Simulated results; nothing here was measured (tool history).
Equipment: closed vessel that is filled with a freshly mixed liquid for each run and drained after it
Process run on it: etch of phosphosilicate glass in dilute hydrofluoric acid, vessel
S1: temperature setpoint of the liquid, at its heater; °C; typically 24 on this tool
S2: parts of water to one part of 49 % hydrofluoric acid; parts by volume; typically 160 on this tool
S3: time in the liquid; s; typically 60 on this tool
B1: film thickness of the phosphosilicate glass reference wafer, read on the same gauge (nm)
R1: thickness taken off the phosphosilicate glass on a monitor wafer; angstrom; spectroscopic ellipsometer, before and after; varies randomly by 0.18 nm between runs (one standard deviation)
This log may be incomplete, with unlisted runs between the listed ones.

Run 1, hour 0: usual settings but S3 70 s; B1 140. Result: R1 383.9 angstrom.
Run 2, hour 83: usual settings but S3 70 s; B1 140.01. Result: R1 381.5 angstrom.
At hour 84.7: gauge calibrated.
Run 3, hour 125.7: usual settings; B1 140.02. Result: R1 325.6 angstrom.
Run 4, hour 162: usual settings; B1 140.02. Result: R1 325.4 angstrom.
Run 5, hour 208.4: usual settings; B1 140. Result: R1 322.7 angstrom.
Run 6, hour 269.7: usual settings; B1 139.98. Result: R1 324.8 angstrom.
Run 7, hour 346.9: usual settings; B1 140.01. Result: R1 320.9 angstrom.
Run 8, hour 413.7: usual settings; B1 139.99. Result: R1 322.4 angstrom.
Run 9, hour 485.1: usual settings; B1 140.01. Result: R1 323.2 angstrom.
Run 10, hour 527.9: usual settings; B1 139.99. Result: R1 321 angstrom.
At hour 545.4: hydrofluoric acid flow meter replaced.
Run 11, hour 590.3: usual settings; B1 140. Result: R1 319.4 angstrom.
Run 12, hour 648.2: usual settings; B1 139.99. Result: R1 320.3 angstrom.
At hour 673.6: thermometer replaced.
Run 13, hour 703.3: usual settings; B1 139.99. Result: R1 338.4 angstrom.
Run 14, hour 781.5: usual settings but S2 105 parts by volume, S3 40 s; B1 140.01. Result: R1 365.9 angstrom.
Run 15, hour 840.1: usual settings but S1 27.5 °C; B1 140.02. Result: R1 382.8 angstrom.
Run 16, hour 941.5: usual settings but S1 26 °C, S3 40 s; B1 140.01. Result: R1 240.2 angstrom.
Run 17, hour 981.2: usual settings; B1 139.99. Result: R1 338.9 angstrom.
Run 18, hour 1034.7: usual settings but S1 27.5 °C; B1 140. Result: R1 378.3 angstrom.
Run 19, hour 1128.6: usual settings; B1 140.01. Result: R1 334.3 angstrom.
Run 20, hour 1167.4: usual settings but S1 21 °C, S2 90 parts by volume, S3 85 s; B1 140. Result: R1 800.3 angstrom.
At hour 1171: gauge calibrated.
Run 21, hour 1228.1: usual settings but S1 26.5 °C; B1 140.01. Result: R1 364.1 angstrom.
Run 22, hour 1289.9: usual settings; B1 139.99. Result: R1 328.8 angstrom.
Run 23, hour 1374.3: usual settings but S1 20.5 °C; B1 140.02. Result: R1 288.7 angstrom.
Run 24, hour 1423.5: usual settings but S1 22.5 °C, S3 45 s; B1 140.01. Result: R1 232.5 angstrom.
Run 25, hour 1500.5: usual settings but S1 25.5 °C, S2 130 parts by volume, S3 80 s; B1 140.03. Result: R1 592 angstrom.
Run 26, hour 1692.6: usual settings but S1 26.5 °C, S3 90 s; B1 140.01. Result: R1 537.3 angstrom.

Some steps in R1, run to run, broken into two amounts with sign: the step expected even without the hidden condition (settings, incoming material, random variation), and the rest, left for the hidden condition together with whatever gauge scatter is not in both the measured and the hidden-condition-free result:
The hidden state here: liquid colder than its thermometer reads (K); hydrofluoric acid flow below the setpoint (%); gauge reads high (%).
Run 12 -> 13: thermometer replaced. R1 +18.1 angstrom: hidden state +18.1, all else +0.
Run 19 -> 20: S1 24 -> 21, S2 160 -> 90, S3 60 -> 85. R1 +466 angstrom: hidden state -9.2, all else +475.2.
Run 20 -> 21: S1 21 -> 26.5, S2 90 -> 160, S3 85 -> 60, gauge calibrated. R1 -436.2 angstrom: hidden state +7.7, all else -443.9.
Run 24 -> 25: S1 22.5 -> 25.5, S2 160 -> 130, S3 45 -> 80. R1 +359.5 angstrom: hidden state -11, all else +370.5.
